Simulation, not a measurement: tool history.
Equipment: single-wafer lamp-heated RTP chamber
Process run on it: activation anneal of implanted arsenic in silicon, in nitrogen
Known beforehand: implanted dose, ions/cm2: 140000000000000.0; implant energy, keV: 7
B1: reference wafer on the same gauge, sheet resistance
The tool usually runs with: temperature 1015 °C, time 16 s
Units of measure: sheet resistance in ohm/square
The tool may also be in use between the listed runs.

{"run": 1, "hour": 0.0, "temperature": 1002, "time": 16, "B1": 765.39, "sheet resistance": 646.01}
{"run": 2, "hour": 7.5, "temperature": 1002, "time": 16, "B1": 764.74, "sheet resistance": 646.63}
{"run": 3, "hour": 20.1, "temperature": 1037, "time": 16, "B1": 765.07, "sheet resistance": 634.62}
{"run": 4, "hour": 29.3, "temperature": 1037, "time": 16, "B1": 764.83, "sheet resistance": 633.61}
{"run": 5, "hour": 43.0, "temperature": 1037, "time": 16, "B1": 764.97, "sheet resistance": 633.07}
{"run": 6, "hour": 55.4, "temperature": 1037, "time": 13, "B1": 765.0, "sheet resistance": 637.79}
{"run": 7, "hour": 61.4, "temperature": 1015, "time": 22, "B1": 765.33, "sheet resistance": 636.84}
{"run": 8, "hour": 73.0, "temperature": 1015, "time": 22, "B1": 764.97, "sheet resistance": 635.84}
{"run": 9, "hour": 86.0, "temperature": 1015, "time": 22, "B1": 765.23, "sheet resistance": 637.0}
{"run": 10, "hour": 96.7, "temperature": 1000, "time": 16, "B1": 764.91, "sheet resistance": 646.4}
{"run": 11, "hour": 105.7, "temperature": 1000, "time": 16, "B1": 765.09, "sheet resistance": 646.84}
{"run": 12, "hour": 112.7, "temperature": 1030, "time": 16, "B1": 765.08, "sheet resistance": 637.35}
{"run": 13, "hour": 119.9, "temperature": 1030, "time": 16, "B1": 764.91, "sheet resistance": 635.96}
{"run": 14, "hour": 136.4, "temperature": 1030, "time": 16, "B1": 765.33, "sheet resistance": 633.31}
{"run": 15, "hour": 154.2, "temperature": 1015, "time": 9, "B1": 765.02, "sheet resistance": 653.13}
{"run": 16, "hour": 169.7, "temperature": 1015, "time": 9, "B1": 764.92, "sheet resistance": 652.17}
{"run": 17, "hour": 176.7, "temperature": 1015, "time": 9, "B1": 764.85, "sheet resistance": 649.54}
{"run": 18, "hour": 193.0, "temperature": 1024, "time": 21, "B1": 765.08, "sheet resistance": 636.9}
{"run": 19, "hour": 197.5, "temperature": 1005, "time": 12, "B1": 764.87, "sheet resistance": 649.06}
{"run": 20, "hour": 212.9, "temperature": 1015, "time": 16, "B1": 764.9, "sheet resistance": 643.75}
{"run": 21, "hour": 229.3, "temperature": 1025, "time": 16, "B1": 765.3, "sheet resistance": 639.81}
{"run": 22, "hour": 244.0, "temperature": 993, "time": 24, "B1": 764.97, "sheet resistance": 645.68}
{"run": 23, "hour": 254.0, "temperature": 986, "time": 16, "B1": 764.71, "sheet resistance": 652.11}
{"run": 24, "hour": 305.2, "temperature": 1034, "time": 19, "B1": 765.11, "sheet resistance": 634.36}
{"run": 25, "hour": 320.4, "temperature": 1001, "time": 10, "B1": 765.13, "sheet resistance": 653.77}
{"run": 26, "hour": 332.8, "temperature": 1015, "time": 9, "B1": 765.06, "sheet resistance": 651.03}
{"run": 27, "hour": 347.0, "temperature": 1015, "time": 16, "B1": 764.53, "sheet resistance": 644.1}
{"run": 28, "hour": 357.8, "temperature": 1015, "time": 16, "B1": 765.33, "sheet resistance": 643.85}
{"run": 29, "hour": 368.6, "temperature": 1015, "time": 23, "B1": 764.85, "sheet resistance": 637.93}
{"run": 30, "hour": 374.9, "temperature": 1015, "time": 16, "B1": 764.97, "sheet resistance": 642.51}
{"run": 31, "hour": 388.8, "temperature": 999, "time": 16, "B1": 764.78, "sheet resistance": 649.02}
{"run": 32, "hour": 401.9, "temperature": 1006, "time": 26, "B1": 765.18, "sheet resistance": 638.77}
{"run": 33, "hour": 412.0, "temperature": 992, "time": 12, "B1": 764.84, "sheet resistance": 651.38}
{"run": 34, "hour": 423.3, "temperature": 1007, "time": 19, "B1": 764.85, "sheet resistance": 644.47}
{"run": 35, "hour": 438.3, "temperature": 1036, "time": 16, "B1": 764.79, "sheet resistance": 634.02}
{"run": 36, "hour": 446.8, "temperature": 1015, "time": 22, "B1": 764.9, "sheet resistance": 637.06}

The log once held 3 entries between its listed runs, left out of this copy. Where does each go, and what is different about the tool's unlogged condition between the listed run before it and the listed run after it?
After run 14, before run 15: pyrometer window cleaned and pyrometer calibrated (hour 153.7)
  true wafer temperature minus pyrometer reading, K: 8.63 -> 0.495
  measured less the result without the state, sheet resistance: -3.48 -> -0.12 ohm/square
After run 17, before run 18: reflector plate cleaned (hour 192.5)
  true wafer temperature minus pyrometer reading, K: 0.513 -> 0.547
  measured less the result without the state, sheet resistance: -0.12 -> -0.23 ohm/square
After run 21, before run 22: gauge calibrated (hour 232.3)
  true wafer temperature minus pyrometer reading, K: 0.687 -> 0.769
  measured less the result without the state, sheet resistance: -0.25 -> -0.22 ohm/square
